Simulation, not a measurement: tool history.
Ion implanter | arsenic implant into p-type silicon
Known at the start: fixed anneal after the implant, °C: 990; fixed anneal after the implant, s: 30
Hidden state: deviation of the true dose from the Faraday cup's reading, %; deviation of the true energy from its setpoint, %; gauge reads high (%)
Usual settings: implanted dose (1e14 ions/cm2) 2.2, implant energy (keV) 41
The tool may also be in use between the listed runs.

| run | hour | implanted dose (1e14 ions/cm2) | implant energy (keV) | wafers since the last listed run | hours since the last dose calibration | hours since the extraction supply was calibrated | hours since the gauge calibration | read-back reference wafer on the same gauge, sheet resistance | sheet resistance of the implanted and annealed layer (ohm/square) |
|---|---|---|---|---|---|---|---|---|---|
| 1 | 0 | 2.2 | 41 | 0 | 742 | 5045.2 | 701.5 | 388.83 | 317.74 |
|  | 38.8 | Faraday cup replaced and dose calibrated |
| 2 | 74.6 | 2.05 | 41 | 993 | 35.8 | 5119.8 | 776.1 | 388.51 | 349.1 |
| 3 | 180.8 | 2.05 | 41 | 1584 | 142 | 5226 | 882.3 | 389.34 | 346.6 |
| 4 | 231.7 | 2.05 | 41 | 759 | 192.9 | 5276.9 | 933.2 | 389.06 | 346.45 |
| 5 | 313.7 | 2.68 | 41 | 1223 | 274.9 | 5358.9 | 1015.2 | 388.73 | 278.99 |
| 6 | 360.2 | 2.2 | 41 | 693 | 321.4 | 5405.4 | 1061.7 | 389.07 | 323.19 |
| 7 | 398.7 | 2.2 | 41 | 574 | 359.9 | 5443.9 | 1100.2 | 389.05 | 324.32 |
| 8 | 448 | 2.2 | 41 | 735 | 409.2 | 5493.2 | 1149.5 | 389.28 | 325.24 |
| 9 | 532.2 | 2.2 | 41 | 1256 | 493.4 | 5577.4 | 1233.7 | 388.67 | 318.83 |
| 10 | 615 | 2.2 | 41 | 1235 | 576.2 | 5660.2 | 1316.5 | 389.15 | 319.13 |
|  | 717.1 | Faraday cup replaced and dose calibrated |
| 11 | 717.6 | 1.98 | 41 | 1411 | 0.5 | 5762.8 | 1419.1 | 388.86 | 360.93 |
| 12 | 803.3 | 2.53 | 46.5 | 1279 | 86.2 | 5848.5 | 1504.8 | 388.75 | 294 |
| 13 | 846.8 | 2.53 | 46.5 | 649 | 129.7 | 5892 | 1548.3 | 389.11 | 294.13 |
| 14 | 905.3 | 1.83 | 41 | 873 | 188.2 | 5950.5 | 1606.8 | 389.18 | 375.33 |
| 15 | 944.7 | 2.2 | 28.5 | 588 | 227.6 | 5989.9 | 1646.2 | 389.06 | 348.66 |
|  | 955.1 | extraction supply calibrated |
| 16 | 1184.5 | 1.56 | 55 | 3459 | 467.4 | 229.4 | 1886 | 388.97 | 395.76 |
| 17 | 1265.6 | 2.2 | 30.5 | 1210 | 548.5 | 310.5 | 1967.1 | 388.85 | 338.83 |
| 18 | 1334.9 | 2.2 | 41 | 1034 | 617.8 | 379.8 | 2036.4 | 389.3 | 325.09 |
| 19 | 1432.6 | 2.2 | 41 | 1458 | 715.5 | 477.5 | 2134.1 | 389.1 | 323.46 |
|  | 1507.8 | Faraday cup replaced and dose calibrated |
| 20 | 1532.2 | 2.02 | 50 | 1367 | 24.4 | 577.1 | 2233.7 | 389.14 | 341.08 |
| 21 | 1578.4 | 1.95 | 37.5 | 689 | 70.6 | 623.3 | 2279.9 | 388.97 | 368.57 |
| 22 | 1639.5 | 1.98 | 47 | 911 | 131.7 | 684.4 | 2341 | 389.13 | 351.01 |
| 23 | 1691.8 | 2.45 | 28 | 780 | 184 | 736.7 | 2393.3 | 389.06 | 322.87 |
| 24 | 1771.4 | 2.63 | 44.5 | 1187 | 263.6 | 816.3 | 2472.9 | 389.07 | 285.95 |
| 25 | 1845.3 | 2.2 | 41 | 1102 | 337.5 | 890.2 | 2546.8 | 389.01 | 329.17 |
|  | 1908.2 | gauge calibrated |
| 26 | 1922.9 | 1.63 | 41 | 1158 | 415.1 | 967.8 | 14.7 | 388.89 | 403.56 |
| 27 | 1974.6 | 1.61 | 41 | 771 | 466.8 | 1019.5 | 66.4 | 388.8 | 406.97 |
| 28 | 2040.4 | 2.43 | 28 | 982 | 532.6 | 1085.3 | 132.2 | 389.15 | 319.78 |
| 29 | 2095.1 | 1.81 | 41 | 816 | 587.3 | 1140 | 186.9 | 388.58 | 374.78 |
| 30 | 2174.1 | 1.6 | 36.5 | 1179 | 666.3 | 1219 | 265.9 | 389.12 | 415.58 |
| 31 | 2214.7 | 2.59 | 41 | 605 | 706.9 | 1259.6 | 306.5 | 388.78 | 285.46 |
|  | 2275.5 | Faraday cup replaced and dose calibrated |
| 32 | 2281.9 | 2.4 | 50 | 883 | 6.4 | 1326.8 | 373.7 | 389.04 | 298.29 |
| 33 | 2370.8 | 1.93 | 33.5 | 1326 | 95.3 | 1415.7 | 462.6 | 388.73 | 374.82 |
| 34 | 2422.5 | 2.54 | 52.5 | 771 | 147 | 1467.4 | 514.3 | 389.17 | 283.67 |
| 35 | 2528.5 | 1.89 | 33 | 1581 | 253 | 1573.4 | 620.3 | 388.92 | 374.93 |
| 36 | 2599.1 | 1.89 | 33 | 1053 | 323.6 | 1644 | 690.9 | 389.16 | 377.98 |

Forecast each of these 5 alternatives for the next run:
| A | 2599.5 | 2.2 | 41 | 5 | 324 | 1644.4 | 691.3 | ? | ? |
| B | 2599.5 | 1.79 | 30 | 5 | 324 | 1644.4 | 691.3 | ? | ? |
| C | 2599.5 | 2 | 32 | 5 | 324 | 1644.4 | 691.3 | ? | ? |
| D | 2599.5 | 2.43 | 41 | 5 | 324 | 1644.4 | 691.3 | ? | ? |
| E | 2599.5 | 1.69 | 30 | 5 | 324 | 1644.4 | 691.3 | ? | ? |

| run | read-back reference wafer on the same gauge, sheet resistance | sheet resistance of the implanted and annealed layer (ohm/square) |
|---|---|---|
| A | 389.26 | 323.98 |
| B | 389.26 | 395.04 |
| C | 389.26 | 360.79 |
| D | 389.26 | 301.33 |
| E | 389.26 | 411.82 |
Without the tool's hidden state the same runs would have given:
| run | sheet resistance of the implanted and annealed layer (ohm/square) |
|---|---|
| A | 330.11 |
| B | 402.52 |
| C | 367.66 |
| D | 307.09 |
| E | 419.57 |

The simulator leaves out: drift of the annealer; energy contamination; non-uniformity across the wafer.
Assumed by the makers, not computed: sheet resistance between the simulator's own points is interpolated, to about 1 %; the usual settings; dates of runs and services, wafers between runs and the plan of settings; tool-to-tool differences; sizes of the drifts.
